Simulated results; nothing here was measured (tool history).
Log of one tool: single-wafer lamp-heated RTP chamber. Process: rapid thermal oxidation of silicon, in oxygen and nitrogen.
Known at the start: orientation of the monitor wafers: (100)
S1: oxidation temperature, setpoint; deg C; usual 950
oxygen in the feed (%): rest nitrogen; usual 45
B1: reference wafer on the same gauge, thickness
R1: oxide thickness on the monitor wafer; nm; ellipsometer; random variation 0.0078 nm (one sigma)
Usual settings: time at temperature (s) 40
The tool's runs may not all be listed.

Run 1, hour 0.0: usual settings but oxygen in the feed (%) 68; B1 2.831. Result: R1 3.409 nm.
At hour 12.3: pyrometer window cleaned and pyrometer calibrated.
Run 2, hour 88.1: usual settings but S1 971 deg C, time at temperature (s) 25; B1 2.830. Result: R1 2.923 nm.
Run 3, hour 193.3: usual settings but S1 971 deg C, time at temperature (s) 25; B1 2.830. Result: R1 2.921 nm.
Run 4, hour 245.9: usual settings but S1 971 deg C, time at temperature (s) 25; B1 2.831. Result: R1 2.927 nm.
Run 5, hour 315.4: usual settings; B1 2.830. Result: R1 3.062 nm.
Run 6, hour 373.5: usual settings; B1 2.829. Result: R1 3.061 nm.
Run 7, hour 448.9: usual settings; B1 2.831. Result: R1 3.065 nm.
At hour 667.0: pyrometer window cleaned and pyrometer calibrated.
Run 8, hour 667.5: usual settings but S1 926 deg C, time at temperature (s) 27; B1 2.831. Result: R1 2.580 nm.
Run 9, hour 733.6: usual settings but S1 926 deg C, time at temperature (s) 27; B1 2.830. Result: R1 2.582 nm.
Run 10, hour 819.9: usual settings but oxygen in the feed (%) 61; B1 2.831. Result: R1 3.425 nm.
Run 11, hour 911.2: usual settings but oxygen in the feed (%) 61; B1 2.830. Result: R1 3.432 nm.
Run 12, hour 1012.4: usual settings but S1 935 deg C; B1 2.830. Result: R1 2.978 nm.
At hour 1045.5: pyrometer window cleaned and pyrometer calibrated, repeated, since the last time left the tool worse.
Run 13, hour 1088.0: usual settings but time at temperature (s) 35; B1 2.830. Result: R1 2.920 nm.
Run 14, hour 1183.6: usual settings but time at temperature (s) 35; B1 2.830. Result: R1 2.909 nm.
Run 15, hour 1233.2: usual settings but time at temperature (s) 29; B1 2.830. Result: R1 2.786 nm.
Run 16, hour 1340.1: usual settings but time at temperature (s) 29; B1 2.829. Result: R1 2.789 nm.
Run 17, hour 1411.2: usual settings but time at temperature (s) 29; B1 2.831. Result: R1 2.799 nm.
Run 18, hour 1489.8: usual settings but S1 937 deg C; B1 2.829. Result: R1 2.895 nm.
Run 19, hour 1557.4: usual settings but S1 964 deg C, oxygen in the feed (%) 62; B1 2.829. Result: R1 3.605 nm.
Run 20, hour 1613.8: usual settings but time at temperature (s) 29; B1 2.831. Result: R1 2.811 nm.
Run 21, hour 1663.6: usual settings but S1 926 deg C, time at temperature (s) 30; B1 2.828. Result: R1 2.616 nm.
At hour 1696.3: pyrometer window cleaned and pyrometer calibrated.
At hour 1760.6: gauge calibrated.
Run 22, hour 1911.4: usual settings; B1 2.829. Result: R1 3.033 nm.
Run 23, hour 2005.3: usual settings but S1 960 deg C, time at temperature (s) 33; B1 2.830. Result: R1 3.031 nm.
Run 24, hour 2076.7: usual settings but S1 979 deg C, time at temperature (s) 51, oxygen in the feed (%) 29; B1 2.828. Result: R1 3.486 nm.
Run 25, hour 2176.0: usual settings but time at temperature (s) 32, oxygen in the feed (%) 36; B1 2.828. Result: R1 2.765 nm.
Run 26, hour 2220.3: usual settings but S1 938 deg C, oxygen in the feed (%) 66; B1 2.830. Result: R1 3.157 nm.
At hour 2316.6: oxygen flow controller replaced.
Run 27, hour 2318.9: usual settings but S1 964 deg C, time at temperature (s) 34, oxygen in the feed (%) 55; B1 2.831. Result: R1 3.301 nm.
Run 28, hour 2383.5: usual settings; B1 2.830. Result: R1 3.085 nm.
At hour 2404.5: pyrometer window cleaned and pyrometer calibrated.
Run 29, hour 2424.3: usual settings; B1 2.831. Result: R1 3.014 nm.
Run 30, hour 2516.4: usual settings; B1 2.831. Result: R1 3.027 nm.
Run 31, hour 2592.4: usual settings but S1 922 deg C, time at temperature (s) 30, oxygen in the feed (%) 55; B1 2.830. Result: R1 2.598 nm.
Run 32, hour 2737.6: usual settings but S1 960 deg C, time at temperature (s) 28, oxygen in the feed (%) 34; B1 2.828. Result: R1 2.752 nm.
Run 33, hour 2804.5: usual settings but S1 923 deg C; B1 2.831. Result: R1 2.732 nm.
Run 34, hour 2876.4: usual settings but oxygen in the feed (%) 53; B1 2.830. Result: R1 3.170 nm.
Run 35, hour 2934.2: usual settings but oxygen in the feed (%) 57; B1 2.829. Result: R1 3.243 nm.
Run 36, hour 3038.3: usual settings; B1 2.830. Result: R1 3.071 nm.
At hour 3073.4: pyrometer window cleaned and pyrometer calibrated.
Run 37, hour 3099.5: usual settings but S1 933 deg C, time at temperature (s) 53, oxygen in the feed (%) 21; B1 2.831. Result: R1 2.694 nm.

What the log doesn't show, run by run:
deviation of the oxygen flow from its setpoint, %: 0 in every run
gauge reads high (%): 0 in every run
H1: true wafer temperature minus pyrometer reading, K
run     H1
  1   5.88
  2   1.15
  3   1.99
  4   2.42
  5   2.98
  6   3.44
  7   4.05
  8   9.96
  9   10.5
 10   11.2
 11   11.9
 12   12.7
 13  0.648
 14   1.42
 15   1.82
 16   2.68
 17   3.25
 18   3.88
 19   4.43
 20   4.88
 21   5.28
 22   2.51
 23   3.26
 24   3.84
 25   4.64
 26   4.99
 27   5.79
 28   6.31
 29  0.538
 30   1.28
 31   1.89
 32   3.06
 33    3.6
 34   4.18
 35   4.64
 36   5.48
 37   1.11
